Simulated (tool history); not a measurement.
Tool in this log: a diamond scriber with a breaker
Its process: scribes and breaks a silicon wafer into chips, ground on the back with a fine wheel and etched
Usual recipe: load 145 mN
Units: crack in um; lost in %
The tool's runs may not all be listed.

run    hour  load  wafers since the last listed run  hours since the diamond tip was replaced  hours since the load on the tip was calibrated  incoming depth of the damage left on the back of the incoming wafer, um  crack  lost
  1       0   145                                 0                                         0                                           370.1                                                                     0.61   7.77  0.77
  2    66.6   145                               119                                      66.6                                           436.7                                                                     0.37   7.25  0.69
      159.7  -- load on the tip recalibrated
  3   172.1   145                               186                                     172.1                                            12.4                                                                     0.31   7.44   0.7
  4   263.3   145                               164                                     263.3                                           103.6                                                                     0.55   7.52   0.8
      271.9  -- diamond tip replaced by a new one
  5   329.1   124                               114                                      57.2                                           169.4                                                                     0.46   7.16  1.92
  6     393   145                               115                                     121.1                                           233.3                                                                     0.39   7.66   0.7
  7   483.1   145                               162                                     211.2                                           323.4                                                                     0.45   7.36  0.69
  8   554.7   177                               128                                     282.8                                             395                                                                     0.64   8.37  2.98
        625  -- diamond tip replaced by a new one
  9   625.5   177                               123                                       0.5                                           465.8                                                                      0.3   7.98   3.3
 10   674.7   180                                88                                      49.7                                             515                                                                      0.6   8.37  3.64
      679.4  -- load on the tip recalibrated
 11   732.6   162                               100                                     107.6                                            53.2                                                                     0.74   7.73  1.48
 12   827.3   119                               170                                     202.3                                           147.9                                                                     0.69   6.81  2.92
 13   893.1   185                               118                                     268.1                                           213.7                                                                      0.6   8.33  4.98
      945.7  -- diamond tip replaced by a new one
 14   954.9   145                               107                                       9.2                                           275.5                                                                     0.32   7.34  0.78
 15  1045.5   127                               163                                      99.8                                           366.1                                                                     0.56   7.21  1.78
 16  1099.7   180                                97                                       154                                           420.3                                                                     0.52   8.02  3.73
 17  1141.4   165                                75                                     195.7                                             462                                                                     0.51   8.07  1.79
 18  1183.6   109                                75                                     237.9                                           504.2                                                                     0.76   6.75  4.86

Here are 4 independent what-if runs from the current tool condition. What would each one return?
  A  1184.2   106                                 1                                     238.5                                           504.8                                                                     0.37      ?     ?
  B  1184.2   174                                 1                                     238.5                                           504.8                                                                     0.37      ?     ?
  C  1184.2   125                                 1                                     238.5                                           504.8                                                                     0.37      ?     ?
  D  1184.2   169                                 1                                     238.5                                           504.8                                                                     0.37      ?     ?

run  crack  lost
  A   6.59  6.12
  B    8.1  2.99
  C   7.03   2.1
  D   7.99  2.34
With no hidden state in the tool, these same runs would have given:
run  crack  lost
  A   6.59  6.12
  B    8.1  2.99
  C   7.03   2.1
  D   7.99  2.34
